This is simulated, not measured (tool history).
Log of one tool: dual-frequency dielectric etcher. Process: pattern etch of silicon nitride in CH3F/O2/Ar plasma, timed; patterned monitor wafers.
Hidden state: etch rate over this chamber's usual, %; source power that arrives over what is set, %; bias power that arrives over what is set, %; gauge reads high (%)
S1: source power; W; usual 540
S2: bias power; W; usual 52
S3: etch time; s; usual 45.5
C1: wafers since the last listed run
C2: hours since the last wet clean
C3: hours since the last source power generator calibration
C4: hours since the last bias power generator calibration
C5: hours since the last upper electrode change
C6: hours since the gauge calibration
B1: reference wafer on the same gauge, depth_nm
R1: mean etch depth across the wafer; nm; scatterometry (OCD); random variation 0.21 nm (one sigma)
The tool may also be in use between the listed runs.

run    hour   S1  S2    S3    C1     C2      C3      C4      C5      C6     B1     R1
  1     0.0  540  52  45.5     0  451.9  1031.5   835.1  1863.0   791.4  24.68  29.29
  2    42.4  540  52  45.5   569  494.3  1073.9   877.5  1905.4   833.8  24.68  29.07
       88.5  -- wet clean of the chamber
  3    94.5  540  52  45.5   377    6.0  1126.0   929.6  1957.5   885.9  24.75  30.58
  4   195.3  580  52  45.5  1353  106.8  1226.8  1030.4  2058.3   986.7  24.69  31.29
  5   232.1  480  58  45.5   494  143.6  1263.6  1067.2  2095.1  1023.5  24.66  29.50
  6   318.9  480  58  45.5  1165  230.4  1350.4  1154.0  2181.9  1110.3  24.71  29.21
  7   399.9  540  52  45.5  1087  311.4  1431.4  1235.0  2262.9  1191.3  24.72  29.94
  8   458.5  540  52  45.5   786  370.0  1490.0  1293.6  2321.5  1249.9  24.73  30.35
      637.9  -- wet clean of the chamber
  9   649.5  540  52  45.5  2242   11.6  1681.0  1484.6  2512.5  1440.9  24.65  30.17
      667.1  -- gauge calibrated
 10   707.7  540  52  45.5   781   69.8  1739.2  1542.8  2570.7    40.6  24.64  30.45
 11   747.8  460  57  40.5   538  109.9  1779.3  1582.9  2610.8    80.7  24.74  25.23
 12   798.4  500  52  45.5   679  160.5  1829.9  1633.5  2661.4   131.3  24.70  28.91
 13   841.7  480  58  45.5   581  203.8  1873.2  1676.8  2704.7   174.6  24.71  29.02
      861.6  -- bias power generator calibrated
 14   947.2  540  55  45.5  1362  309.3  1978.7    85.6  2810.2   280.1  24.68  31.00
      980.2  -- upper electrode replaced
      994.8  -- source power generator calibrated
 15  1025.8  540  52  45.5   679  387.9    31.0   164.2    45.6   358.7  24.74  29.64
 16  1086.3  420  48  56.5   812  448.4    91.5   224.7   106.1   419.2  24.66  30.77
     1197.9  -- wet clean of the chamber
 17  1198.4  540  52  45.5  1182    0.5   203.6   336.8   218.2   531.3  24.68  30.60
 18  1277.0  580  48  45.5  1055   79.1   282.2   415.4   296.8   609.9  24.71  30.92
 19  1355.2  480  57  36.0  1049  157.3   360.4   493.6   375.0   688.1  24.68  22.91
 20  1420.0  540  42  40.0   869  222.1   425.2   558.4   439.8   752.9  24.76  24.88

Hidden state or all else? Some run-to-run changes of R1, split into what the settings, what came in and random variation would give without the hidden state, and what is left for the hidden state (with any gauge scatter that isn't in both results):
Run 2 -> 3: wet clean of the chamber. R1 +1.51 nm: hidden state +1.12, all else +0.39.
Run 8 -> 9: wet clean of the chamber. R1 -0.18 nm: hidden state +0.79, all else -0.97.
Run 10 -> 11: S1 540 -> 460, S2 52 -> 57, S3 45.5 -> 40.5. R1 -5.22 nm: hidden state -0.06, all else -5.16.
Run 18 -> 19: S1 580 -> 480, S2 48 -> 57, S3 45.5 -> 36.0. R1 -8.01 nm: hidden state -0.10, all else -7.91.
